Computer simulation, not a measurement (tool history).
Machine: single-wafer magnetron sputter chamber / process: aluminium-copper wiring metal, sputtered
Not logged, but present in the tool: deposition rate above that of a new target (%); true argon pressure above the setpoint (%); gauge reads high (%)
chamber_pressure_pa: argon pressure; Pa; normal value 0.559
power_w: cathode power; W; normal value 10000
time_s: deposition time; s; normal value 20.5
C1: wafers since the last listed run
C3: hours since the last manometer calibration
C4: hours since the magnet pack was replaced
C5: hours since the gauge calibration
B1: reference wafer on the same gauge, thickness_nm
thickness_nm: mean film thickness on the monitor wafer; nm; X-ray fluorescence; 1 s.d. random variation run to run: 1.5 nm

run 1 hour=0 | chamber_pressure_pa=0.559 power_w=10000 time_s=20.5 | C1=0 wafers_on_the_sputter_target=5787 C3=2460.1 C4=10696.3 C5=193.5 | B1=266.833 | thickness_nm=327.444
run 2 hour=12.9 | chamber_pressure_pa=0.559 power_w=10000 time_s=20.5 | C1=432 wafers_on_the_sputter_target=6219 C3=2473 C4=10709.2 C5=206.4 | B1=266.849 | thickness_nm=326.862
-- hour=14.2 gauge calibrated
run 3 hour=21.5 | chamber_pressure_pa=0.559 power_w=8500 time_s=20.5 | C1=288 wafers_on_the_sputter_target=6507 C3=2481.6 C4=10717.8 C5=7.3 | B1=267.11 | thickness_nm=282.273
run 4 hour=28 | chamber_pressure_pa=0.559 power_w=8500 time_s=20.5 | C1=217 wafers_on_the_sputter_target=6725 C3=2488.1 C4=10724.3 C5=13.8 | B1=266.844 | thickness_nm=281.9
run 5 hour=37.9 | chamber_pressure_pa=0.559 power_w=10000 time_s=20.5 | C1=331 wafers_on_the_sputter_target=7057 C3=2498 C4=10734.2 C5=23.7 | B1=267.133 | thickness_nm=326.313
-- hour=50 sputter target and shields replaced
run 6 hour=50.5 | chamber_pressure_pa=0.559 power_w=10000 time_s=20.5 | C1=154 wafers_on_the_sputter_target=17 C3=2510.6 C4=10746.8 C5=36.3 | B1=266.627 | thickness_nm=327.54
run 7 hour=54.7 | chamber_pressure_pa=0.559 power_w=10000 time_s=22.8 | C1=140 wafers_on_the_sputter_target=158 C3=2514.8 C4=10751 C5=40.5 | B1=267.264 | thickness_nm=359.582
run 8 hour=69.4 | chamber_pressure_pa=0.559 power_w=10000 time_s=19.3 | C1=492 wafers_on_the_sputter_target=651 C3=2529.5 C4=10765.7 C5=55.2 | B1=266.939 | thickness_nm=308.025
run 9 hour=89.3 | chamber_pressure_pa=0.559 power_w=10000 time_s=19.3 | C1=666 wafers_on_the_sputter_target=1318 C3=2549.4 C4=10785.6 C5=75.1 | B1=266.668 | thickness_nm=308.975
run 10 hour=99.6 | chamber_pressure_pa=0.559 power_w=10000 time_s=19.3 | C1=345 wafers_on_the_sputter_target=1663 C3=2559.7 C4=10795.9 C5=85.4 | B1=267.211 | thickness_nm=307.259
run 11 hour=114.6 | chamber_pressure_pa=0.559 power_w=8900 time_s=20.5 | C1=502 wafers_on_the_sputter_target=2166 C3=2574.7 C4=10810.9 C5=100.4 | B1=267.264 | thickness_nm=295.462
run 12 hour=124.1 | chamber_pressure_pa=0.559 power_w=8900 time_s=20.5 | C1=318 wafers_on_the_sputter_target=2484 C3=2584.2 C4=10820.4 C5=109.9 | B1=266.727 | thickness_nm=293.44
-- hour=133.5 capacitance manometer re-zeroed and calibrated
run 13 hour=138.4 | chamber_pressure_pa=0.559 power_w=8900 time_s=20.5 | C1=211 wafers_on_the_sputter_target=2695 C3=4.9 C4=10834.7 C5=124.2 | B1=266.725 | thickness_nm=293.413
run 14 hour=150.9 | chamber_pressure_pa=0.559 power_w=10000 time_s=20.5 | C1=418 wafers_on_the_sputter_target=3114 C3=17.4 C4=10847.2 C5=136.7 | B1=266.785 | thickness_nm=327.296
run 15 hour=166.9 | chamber_pressure_pa=0.559 power_w=10000 time_s=18.2 | C1=536 wafers_on_the_sputter_target=3650 C3=33.4 C4=10863.2 C5=152.7 | B1=266.684 | thickness_nm=291.081
run 16 hour=180.9 | chamber_pressure_pa=0.559 power_w=10000 time_s=20.5 | C1=469 wafers_on_the_sputter_target=4120 C3=47.4 C4=10877.2 C5=166.7 | B1=267.039 | thickness_nm=325.96
-- hour=208 gauge calibrated
run 17 hour=221.3 | chamber_pressure_pa=0.559 power_w=8450 time_s=17.9 | C1=1354 wafers_on_the_sputter_target=5474 C3=87.8 C4=10917.6 C5=13.3 | B1=266.849 | thickness_nm=244.99
-- hour=233 sputter target and shields replaced
run 18 hour=233.5 | chamber_pressure_pa=0.559 power_w=11450 time_s=17.4 | C1=140 wafers_on_the_sputter_target=15 C3=100 C4=10929.8 C5=25.5 | B1=267.337 | thickness_nm=315.461
-- hour=252.1 magnet pack replaced
run 19 hour=252.6 | chamber_pressure_pa=0.455 power_w=7700 time_s=18.4 | C1=372 wafers_on_the_sputter_target=387 C3=119.1 C4=0.5 C5=44.6 | B1=267.13 | thickness_nm=249.417
run 20 hour=262.7 | chamber_pressure_pa=0.559 power_w=10000 time_s=20.5 | C1=338 wafers_on_the_sputter_target=725 C3=129.2 C4=10.6 C5=54.7 | B1=266.697 | thickness_nm=322.566
run 21 hour=272.7 | chamber_pressure_pa=0.672 power_w=11900 time_s=17.5 | C1=335 wafers_on_the_sputter_target=1060 C3=139.2 C4=20.6 C5=64.7 | B1=266.988 | thickness_nm=300.62
run 22 hour=283.8 | chamber_pressure_pa=0.351 power_w=8000 time_s=17.5 | C1=372 wafers_on_the_sputter_target=1432 C3=150.3 C4=31.7 C5=75.8 | B1=266.849 | thickness_nm=265.536
run 23 hour=295.4 | chamber_pressure_pa=0.559 power_w=10000 time_s=20.5 | C1=388 wafers_on_the_sputter_target=1821 C3=161.9 C4=43.3 C5=87.4 | B1=267.076 | thickness_nm=326.755
run 24 hour=304 | chamber_pressure_pa=0.559 power_w=12500 time_s=18.1 | C1=288 wafers_on_the_sputter_target=2109 C3=170.5 C4=51.9 C5=96 | B1=267.169 | thickness_nm=350.646
run 25 hour=313.6 | chamber_pressure_pa=0.559 power_w=8300 time_s=20.5 | C1=321 wafers_on_the_sputter_target=2431 C3=180.1 C4=61.5 C5=105.6 | B1=267.07 | thickness_nm=277.265
run 26 hour=325.3 | chamber_pressure_pa=0.711 power_w=11150 time_s=18.8 | C1=392 wafers_on_the_sputter_target=2823 C3=191.8 C4=73.2 C5=117.3 | B1=267.055 | thickness_nm=293.867
run 27 hour=336.2 | chamber_pressure_pa=0.559 power_w=10000 time_s=18.8 | C1=365 wafers_on_the_sputter_target=3189 C3=202.7 C4=84.1 C5=128.2 | B1=267.036 | thickness_nm=297.861
run 28 hour=345.5 | chamber_pressure_pa=0.559 power_w=10000 time_s=20.5 | C1=311 wafers_on_the_sputter_target=3500 C3=212 C4=93.4 C5=137.5 | B1=267.184 | thickness_nm=324.116
run 29 hour=356.5 | chamber_pressure_pa=0.559 power_w=10000 time_s=20.5 | C1=368 wafers_on_the_sputter_target=3869 C3=223 C4=104.4 C5=148.5 | B1=266.99 | thickness_nm=324.012

What was the tool's hidden state at every run in the log?
deposition rate above that of a new target (%): 0 at every run
true argon pressure above the setpoint (%): 0 at every run
gauge reads high (%): 0 at every run

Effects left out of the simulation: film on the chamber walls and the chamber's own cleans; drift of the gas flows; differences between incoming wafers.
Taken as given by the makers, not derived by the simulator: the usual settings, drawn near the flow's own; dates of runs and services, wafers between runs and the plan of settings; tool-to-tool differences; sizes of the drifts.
